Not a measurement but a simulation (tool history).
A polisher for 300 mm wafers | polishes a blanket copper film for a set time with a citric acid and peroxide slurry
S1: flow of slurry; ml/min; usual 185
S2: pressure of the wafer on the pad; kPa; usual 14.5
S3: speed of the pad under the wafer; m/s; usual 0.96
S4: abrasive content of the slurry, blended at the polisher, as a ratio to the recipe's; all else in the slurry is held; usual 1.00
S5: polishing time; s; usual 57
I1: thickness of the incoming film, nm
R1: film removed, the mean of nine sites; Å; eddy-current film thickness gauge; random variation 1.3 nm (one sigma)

run	hour	S1	S2	S3	S4	S5	I1	R1
1	0.0	185	14.5	0.96	0.90	57	1045.7	840
# hour 56.1: head pressure recalibrated
2	56.6	185	14.5	0.96	1.00	57	1035.1	855
# hour 74.3: worn pad replaced by a new one
3	79.7	185	14.5	0.96	1.00	57	1044.6	943
4	92.2	185	15.9	0.96	1.00	57	1048.3	980
5	121.3	185	15.9	0.96	1.00	57	1051.0	932
6	139.2	185	12.4	0.70	1.00	57	1060.1	591
7	165.2	185	12.4	0.70	1.00	57	1039.2	575
8	189.8	185	12.4	0.70	1.00	57	1059.6	593
9	206.4	185	14.5	0.96	1.25	57	1050.7	926
10	232.4	185	14.5	0.96	1.00	57	1039.4	838
# hour 263.0: worn pad replaced by a new one
11	265.9	185	11.7	0.96	1.00	57	1058.9	820
12	281.3	185	17.9	1.06	0.80	46	1055.7	856
13	297.6	185	14.5	0.96	0.90	57	1062.2	852
14	315.0	185	12.4	1.28	1.20	49	1041.7	977
# hour 318.4: slurry blender recalibrated
# hour 322.4: slurry nozzle cleaned
15	334.8	185	14.5	0.96	1.00	57	1050.1	883
16	355.7	225	12.4	1.28	1.00	49	1066.6	934
17	369.8	215	14.5	0.68	1.15	57	1039.4	671
18	397.4	185	11.0	0.96	1.00	57	1054.5	727
19	428.9	185	14.5	0.96	1.00	57	1057.9	869
# hour 439.8: worn pad replaced by a new one
20	462.9	185	14.5	0.96	1.10	57	1052.4	946
21	487.7	185	14.5	0.96	0.85	70	1051.2	1056
22	512.1	185	16.5	0.66	1.00	57	1062.9	685
23	524.8	245	14.5	0.96	1.20	57	1042.8	955
24	552.4	240	14.5	0.96	0.85	71	1050.7	1057
# hour 586.8: slurry blender recalibrated
25	587.3	185	14.5	0.68	0.85	57	1050.3	610
# hour 611.7: worn pad replaced by a new one
26	612.2	185	15.9	0.96	0.90	38	1038.7	639
27	629.4	185	14.5	0.96	1.00	57	1055.8	905
28	656.4	185	14.5	0.96	1.00	57	1054.3	871
29	676.6	210	14.5	0.96	1.10	75	1037.7	1194

Forecast each of these 5 alternatives for the next run:
A	677.0	185	14.5	0.96	1.00	57	1048.5	?
B	677.0	230	14.5	0.96	1.00	68	1048.5	?
C	677.0	185	10.3	0.84	1.00	57	1048.5	?
D	677.0	185	15.9	1.16	1.25	75	1048.5	?
E	677.0	185	14.5	0.66	1.00	57	1048.5	?

run	R1
A	871
B	1070
C	634
D	1546
E	617
Without the tool's hidden state the same runs would have given:
run	R1
A	935
B	1149
C	680
D	1659
E	662

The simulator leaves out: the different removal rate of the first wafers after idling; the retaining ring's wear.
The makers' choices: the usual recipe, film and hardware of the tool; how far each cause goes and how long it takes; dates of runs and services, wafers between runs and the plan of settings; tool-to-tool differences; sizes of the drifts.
